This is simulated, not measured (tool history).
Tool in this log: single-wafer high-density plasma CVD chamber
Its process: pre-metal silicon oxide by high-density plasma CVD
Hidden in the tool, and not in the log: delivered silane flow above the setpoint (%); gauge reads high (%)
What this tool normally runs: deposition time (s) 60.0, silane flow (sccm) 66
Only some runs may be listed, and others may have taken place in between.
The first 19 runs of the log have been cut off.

| run | hour | deposition time (s) | silane flow (sccm) | wafers since the last listed run | hours since the silane flow controller was replaced | hours since the gauge calibration | read-back reference wafer on the same gauge, thickness_nm | mean film thickness on the monitor wafer (angstrom) |
|---|---|---|---|---|---|---|---|---|
| 20 | 376.1 | 65.4 | 66 | 299 | 56.5 | 639.7 | 395.494 | 4059.35 |
| 21 | 396.3 | 67.4 | 77 | 372 | 76.7 | 659.9 | 395.942 | 4706.84 |
|  | 416.5 | gauge calibrated |
| 22 | 429.4 | 60.0 | 66 | 611 | 109.8 | 12.9 | 396.798 | 3713.33 |
| 23 | 452.5 | 53.9 | 78 | 426 | 132.9 | 36.0 | 395.580 | 3808.93 |
| 24 | 475.4 | 65.2 | 75 | 422 | 155.8 | 58.9 | 396.042 | 4466.14 |
| 25 | 499.8 | 60.0 | 66 | 450 | 180.2 | 83.3 | 395.855 | 3732.01 |
| 26 | 526.4 | 60.0 | 74 | 491 | 206.8 | 109.9 | 396.110 | 4070.95 |
| 27 | 558.0 | 60.0 | 66 | 583 | 238.4 | 141.5 | 395.845 | 3690.10 |
| 28 | 571.6 | 52.5 | 66 | 251 | 252.0 | 155.1 | 395.731 | 3272.15 |
| 29 | 598.6 | 60.0 | 66 | 498 | 279.0 | 182.1 | 395.714 | 3715.68 |
| 30 | 626.6 | 60.0 | 66 | 516 | 307.0 | 210.1 | 395.340 | 3722.98 |
| 31 | 643.4 | 60.0 | 66 | 310 | 323.8 | 226.9 | 395.948 | 3707.86 |
| 32 | 675.3 | 60.0 | 66 | 588 | 355.7 | 258.8 | 395.844 | 3708.37 |

Expected results for the next run?
| 33 | 702.5 | 63.1 | 57 | 502 | 382.9 | 286.0 | ? | ? |

read-back reference wafer on the same gauge, thickness_nm: 396.420
mean film thickness on the monitor wafer (angstrom): 3527.18
The same run, on a tool lacking any hidden state, would have yielded mean film thickness on the monitor wafer (angstrom) 3527.18.
